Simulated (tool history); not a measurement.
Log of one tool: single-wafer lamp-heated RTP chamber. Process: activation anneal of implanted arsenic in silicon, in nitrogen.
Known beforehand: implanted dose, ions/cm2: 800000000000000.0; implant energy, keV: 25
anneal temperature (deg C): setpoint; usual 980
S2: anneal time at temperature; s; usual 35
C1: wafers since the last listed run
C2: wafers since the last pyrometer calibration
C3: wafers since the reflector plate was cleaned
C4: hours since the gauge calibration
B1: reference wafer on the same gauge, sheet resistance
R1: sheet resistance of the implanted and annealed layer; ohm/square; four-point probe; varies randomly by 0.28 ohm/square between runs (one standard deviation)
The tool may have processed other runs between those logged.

{"run": 1, "hour": 0.0, "anneal temperature (deg C)": 971, "S2": 31, "C1": 0, "C2": 2098, "C3": 9173, "C4": 1946.7, "B1": 130.08, "R1": 142.19}
{"run": 2, "hour": 61.0, "anneal temperature (deg C)": 971, "S2": 31, "C1": 550, "C2": 2649, "C3": 9724, "C4": 2007.7, "B1": 129.94, "R1": 142.16}
{"run": 3, "hour": 120.7, "anneal temperature (deg C)": 971, "S2": 31, "C1": 539, "C2": 3188, "C3": 10263, "C4": 2067.4, "B1": 129.94, "R1": 142.29}
{"run": 4, "hour": 196.9, "anneal temperature (deg C)": 980, "S2": 35, "C1": 688, "C2": 3876, "C3": 10951, "C4": 2143.6, "B1": 129.98, "R1": 139.19}
{"run": 5, "hour": 285.6, "anneal temperature (deg C)": 980, "S2": 35, "C1": 800, "C2": 4677, "C3": 11752, "C4": 2232.3, "B1": 130.05, "R1": 138.8}
{"run": 6, "hour": 373.3, "anneal temperature (deg C)": 1000, "S2": 35, "C1": 791, "C2": 5469, "C3": 12543, "C4": 2320, "B1": 130.04, "R1": 135.57}
{"hour": 399.8, "done": "pyrometer window cleaned and pyrometer calibrated"}
{"run": 7, "hour": 477.6, "anneal temperature (deg C)": 980, "S2": 35, "C1": 869, "C2": 702, "C3": 13413, "C4": 2424.3, "B1": 129.99, "R1": 139.51}
{"run": 8, "hour": 526.1, "anneal temperature (deg C)": 980, "S2": 35, "C1": 437, "C2": 1140, "C3": 13851, "C4": 2472.8, "B1": 130.02, "R1": 139.65}
{"run": 9, "hour": 577.5, "anneal temperature (deg C)": 980, "S2": 35, "C1": 464, "C2": 1604, "C3": 14315, "C4": 2524.2, "B1": 129.99, "R1": 139.21}
{"hour": 597.1, "done": "reflector plate cleaned"}
{"run": 10, "hour": 618.7, "anneal temperature (deg C)": 957, "S2": 41, "C1": 299, "C2": 1904, "C3": 195, "C4": 2565.4, "B1": 129.94, "R1": 143.59}
{"run": 11, "hour": 726.7, "anneal temperature (deg C)": 957, "S2": 41, "C1": 975, "C2": 2879, "C3": 1170, "C4": 2673.4, "B1": 130.02, "R1": 143.87}
{"run": 12, "hour": 811.3, "anneal temperature (deg C)": 980, "S2": 35, "C1": 763, "C2": 3643, "C3": 1934, "C4": 2758, "B1": 129.99, "R1": 140.28}
{"run": 13, "hour": 882.2, "anneal temperature (deg C)": 1009, "S2": 14, "C1": 640, "C2": 4283, "C3": 2574, "C4": 2828.9, "B1": 129.94, "R1": 141.66}
{"run": 14, "hour": 936.8, "anneal temperature (deg C)": 996, "S2": 35, "C1": 493, "C2": 4776, "C3": 3067, "C4": 2883.5, "B1": 130.03, "R1": 137.24}
{"run": 15, "hour": 991.7, "anneal temperature (deg C)": 966, "S2": 54, "C1": 495, "C2": 5272, "C3": 3563, "C4": 2938.4, "B1": 129.88, "R1": 139.21}
{"run": 16, "hour": 1048.4, "anneal temperature (deg C)": 993, "S2": 35, "C1": 511, "C2": 5784, "C3": 4075, "C4": 2995.1, "B1": 129.95, "R1": 137.25}
{"hour": 1102.8, "done": "pyrometer window cleaned and pyrometer calibrated"}
{"run": 17, "hour": 1114.9, "anneal temperature (deg C)": 960, "S2": 35, "C1": 528, "C2": 109, "C3": 4603, "C4": 3061.6, "B1": 129.99, "R1": 144.41}
{"run": 18, "hour": 1219.9, "anneal temperature (deg C)": 954, "S2": 50, "C1": 948, "C2": 1057, "C3": 5551, "C4": 3166.6, "B1": 129.98, "R1": 143.24}
{"run": 19, "hour": 1305.2, "anneal temperature (deg C)": 954, "S2": 53, "C1": 770, "C2": 1827, "C3": 6321, "C4": 3251.9, "B1": 130, "R1": 141.94}
{"run": 20, "hour": 1379.8, "anneal temperature (deg C)": 954, "S2": 50, "C1": 673, "C2": 2501, "C3": 6995, "C4": 3326.5, "B1": 129.95, "R1": 142.56}
{"hour": 1409.8, "done": "gauge calibrated"}
{"run": 21, "hour": 1426.2, "anneal temperature (deg C)": 980, "S2": 28, "C1": 418, "C2": 2920, "C3": 7414, "C4": 16.4, "B1": 130.01, "R1": 141.69}
{"run": 22, "hour": 1648.5, "anneal temperature (deg C)": 1000, "S2": 16, "C1": 2007, "C2": 4927, "C3": 9421, "C4": 238.7, "B1": 130.1, "R1": 140.85}
{"run": 23, "hour": 1742.4, "anneal temperature (deg C)": 950, "S2": 14, "C1": 847, "C2": 5775, "C3": 10269, "C4": 332.6, "B1": 129.95, "R1": 151.26}
{"run": 24, "hour": 1799.2, "anneal temperature (deg C)": 980, "S2": 49, "C1": 512, "C2": 6288, "C3": 10782, "C4": 389.4, "B1": 129.98, "R1": 136.21}
{"run": 25, "hour": 1845.2, "anneal temperature (deg C)": 959, "S2": 27, "C1": 415, "C2": 6703, "C3": 11197, "C4": 435.4, "B1": 130.06, "R1": 143.51}
{"hour": 1882.4, "done": "pyrometer window cleaned and pyrometer calibrated"}
{"run": 26, "hour": 1918.6, "anneal temperature (deg C)": 980, "S2": 35, "C1": 590, "C2": 327, "C3": 11788, "C4": 508.8, "B1": 129.96, "R1": 140.59}
{"run": 27, "hour": 1991.6, "anneal temperature (deg C)": 998, "S2": 35, "C1": 659, "C2": 986, "C3": 12447, "C4": 581.8, "B1": 129.96, "R1": 137.16}
{"run": 28, "hour": 2095.4, "anneal temperature (deg C)": 980, "S2": 35, "C1": 937, "C2": 1923, "C3": 13384, "C4": 685.6, "B1": 129.98, "R1": 139.76}
{"hour": 2125.6, "done": "reflector plate cleaned"}
{"run": 29, "hour": 2142.2, "anneal temperature (deg C)": 966, "S2": 54, "C1": 350, "C2": 2274, "C3": 150, "C4": 732.4, "B1": 130.14, "R1": 140.08}
{"run": 30, "hour": 2242.4, "anneal temperature (deg C)": 990, "S2": 29, "C1": 904, "C2": 3178, "C3": 1055, "C4": 832.6, "B1": 130.03, "R1": 140.34}
{"run": 31, "hour": 2299.4, "anneal temperature (deg C)": 980, "S2": 35, "C1": 514, "C2": 3693, "C3": 1569, "C4": 889.6, "B1": 129.97, "R1": 140.3}
{"run": 32, "hour": 2400.5, "anneal temperature (deg C)": 980, "S2": 35, "C1": 912, "C2": 4606, "C3": 2482, "C4": 990.7, "B1": 129.9, "R1": 140.41}
{"run": 33, "hour": 2471.4, "anneal temperature (deg C)": 980, "S2": 35, "C1": 640, "C2": 5246, "C3": 3122, "C4": 1061.6, "B1": 130.03, "R1": 140.18}
{"hour": 2536.9, "done": "pyrometer window cleaned and pyrometer calibrated"}
{"run": 34, "hour": 2567.7, "anneal temperature (deg C)": 980, "S2": 45, "C1": 797, "C2": 277, "C3": 3920, "C4": 1157.9, "B1": 130.11, "R1": 139.04}
{"run": 35, "hour": 2666.2, "anneal temperature (deg C)": 968, "S2": 35, "C1": 889, "C2": 1167, "C3": 4809, "C4": 1256.4, "B1": 130.03, "R1": 143.12}

Hidden state, per run?
gauge reads high (%): 0 in every run
H1: true wafer temperature minus pyrometer reading, K
H2: wafer temperature error from the tarnished reflector plate, K
run=1 H1=2.7 H2=3.63
run=2 H1=3.35 H2=4.02
run=3 H1=4.14 H2=4.42
run=4 H1=5.36 H2=4.96
run=5 H1=7.07 H2=5.64
run=6 H1=9.08 H2=6.35
run=7 H1=1.23 H2=7.26
run=8 H1=1.43 H2=7.71
run=9 H1=1.75 H2=8.19
run=10 H1=2.08 H2=0.685
run=11 H1=3.28 H2=0.734
run=12 H1=4.56 H2=0.821
run=13 H1=5.85 H2=0.927
run=14 H1=6.99 H2=1.03
run=15 H1=8.25 H2=1.15
run=16 H1=9.69 H2=1.29
run=17 H1=0.49 H2=1.49
run=18 H1=0.767 H2=1.84
run=19 H1=1.32 H2=2.18
run=20 H1=2.05 H2=2.52
run=21 H1=2.62 H2=2.74
run=22 H1=6.56 H2=3.99
run=23 H1=8.83 H2=4.61
run=24 H1=10.4 H2=5.01
run=25 H1=11.7 H2=5.35
run=26 H1=0.0411 H2=5.91
run=27 H1=0.258 H2=6.51
run=28 H1=0.94 H2=7.4
run=29 H1=1.39 H2=0.553
run=30 H1=2.66 H2=0.593
run=31 H1=3.56 H2=0.642
run=32 H1=5.49 H2=0.778
run=33 H1=7.09 H2=0.91
run=34 H1=0.665 H2=1.14
run=35 H1=0.986 H2=1.43
